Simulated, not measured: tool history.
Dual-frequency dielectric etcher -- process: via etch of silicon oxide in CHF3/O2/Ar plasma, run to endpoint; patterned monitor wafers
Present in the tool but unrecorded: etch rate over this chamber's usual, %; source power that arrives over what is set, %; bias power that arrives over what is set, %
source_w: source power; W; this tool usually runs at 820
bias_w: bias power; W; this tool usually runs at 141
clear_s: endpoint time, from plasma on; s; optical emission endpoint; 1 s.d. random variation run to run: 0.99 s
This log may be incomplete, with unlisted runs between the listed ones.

run    hour  source_w  bias_w  wafers since the last listed run  hours since the last wet clean  hours since the last source power generator calibration  hours since the last bias power generator calibration  hours since the last upper electrode change  incoming incoming film thickness, nm  clear_s
  1     0.0       870     158                                 0                           118.6                                                   2635.1                                                 1290.3                                       4075.8                                 435.0    218.8
  2    55.8       820     141                               218                           174.4                                                   2690.9                                                 1346.1                                       4131.6                                 433.1    226.7
  3   106.2       820     141                               196                           224.8                                                   2741.3                                                 1396.5                                       4182.0                                 438.7    231.8
  4   213.8       820     141                               420                           332.4                                                   2848.9                                                 1504.1                                       4289.6                                 440.2    233.1
  5   394.8       820     141                               707                           513.4                                                   3029.9                                                 1685.1                                       4470.6                                 432.8    228.5
  6   497.1       820     141                               399                           615.7                                                   3132.2                                                 1787.4                                       4572.9                                 439.3    234.6
      569.4  -- wet clean of the chamber
  7   587.4       820     141                               259                            18.0                                                   3222.5                                                 1877.7                                       4663.2                                 435.9    229.5
  8   738.8       820     133                               591                           169.4                                                   3373.9                                                 2029.1                                       4814.6                                 442.3    239.3
  9   792.9       820     133                               211                           223.5                                                   3428.0                                                 2083.2                                       4868.7                                 437.3    236.6
 10   829.0       820     133                               141                           259.6                                                   3464.1                                                 2119.3                                       4904.8                                 439.5    236.5
 11   902.5       820     156                               287                           333.1                                                   3537.6                                                 2192.8                                       4978.3                                 433.4    224.3
 12   994.5       820     156                               359                           425.1                                                   3629.6                                                 2284.8                                       5070.3                                 435.0    224.6
 13  1072.3       820     141                               303                           502.9                                                   3707.4                                                 2362.6                                       5148.1                                 440.4    233.9
 14  1172.8       820     141                               392                           603.4                                                   3807.9                                                 2463.1                                       5248.6                                 434.6    231.7
 15  1226.3       820     169                               209                           656.9                                                   3861.4                                                 2516.6                                       5302.1                                 440.9    221.7
 16  1322.2       700     141                               374                           752.8                                                   3957.3                                                 2612.5                                       5398.0                                 436.3    242.2
     1348.8  -- wet clean of the chamber
 17  1377.3      1020     114                               121                            28.5                                                   4012.4                                                 2667.6                                       5453.1                                 438.1    235.6
 18  1459.9       720     141                               322                           111.1                                                   4095.0                                                 2750.2                                       5535.7                                 438.6    243.1
 19  1561.2       720     160                               395                           212.4                                                   4196.3                                                 2851.5                                       5637.0                                 432.1    229.8
     1566.7  -- bias power generator calibrated
 20  1657.1       760     129                               359                           308.3                                                   4292.2                                                   90.4                                       5732.9                                 436.8    240.9
     1701.6  -- source power generator calibrated
     1826.2  -- upper electrode replaced
 21  1914.5       820     141                               896                           565.7                                                    212.9                                                  347.8                                         88.3                                 432.6    228.3
 22  2017.6       910     171                               402                           668.8                                                    316.0                                                  450.9                                        191.4                                 437.7    212.1
     2087.1  -- wet clean of the chamber
 23  2125.2       930     111                               326                            38.1                                                    423.6                                                  558.5                                        299.0                                 436.2    238.7
 24  2171.1       820     141                               179                            84.0                                                    469.5                                                  604.4                                        344.9                                 437.4    230.2
 25  2260.1       920     131                               347                           173.0                                                    558.5                                                  693.4                                        433.9                                 437.3    229.6
 26  2300.5       910     141                               157                           213.4                                                    598.9                                                  733.8                                        474.3                                 437.6    225.1
 27  2387.2       820     155                               338                           300.1                                                    685.6                                                  820.5                                        561.0                                 432.5    221.0
 28  2460.4       820     160                               285                           373.3                                                    758.8                                                  893.7                                        634.2                                 437.1    222.3
 29  2532.5       820     141                               281                           445.4                                                    830.9                                                  965.8                                        706.3                                 439.6    233.3
 30  2592.2       960     141                               233                           505.1                                                    890.6                                                 1025.5                                        766.0                                 436.3    220.7
 31  2632.2       880     176                               156                           545.1                                                    930.6                                                 1065.5                                        806.0                                 437.9    210.1
 32  2711.7       820     141                               310                           624.6                                                   1010.1                                                 1145.0                                        885.5                                 438.1    231.8
 33  2803.6       990     111                               359                           716.5                                                   1102.0                                                 1236.9                                        977.4                                 441.8    238.1
 34  2857.5       820     141                               210                           770.4                                                   1155.9                                                 1290.8                                       1031.3                                 437.6    230.3
     2897.2  -- wet clean of the chamber
 35  2954.5      1000     169                               285                            57.3                                                   1252.9                                                 1387.8                                       1128.3                                 437.1    207.0
 36  3047.3       660     154                               362                           150.1                                                   1345.7                                                 1480.6                                       1221.1                                 437.8    238.4

3 options for the next run, each taken on its own from the tool as it stands now. Forecast them:
  A  3047.8       820     141                                 1                           150.6                                                   1346.2                                                 1481.1                                       1221.6                                 433.9        ?
  B  3047.8       720     114                                 1                           150.6                                                   1346.2                                                 1481.1                                       1221.6                                 433.9        ?
  C  3047.8       680     160                                 1                           150.6                                                   1346.2                                                 1481.1                                       1221.6                                 433.9        ?

run  clear_s
  A    230.7
  B    254.8
  C    232.9
What these runs would have given with no unlogged condition in the tool:
run  clear_s
  A    228.1
  B    252.0
  C    230.2
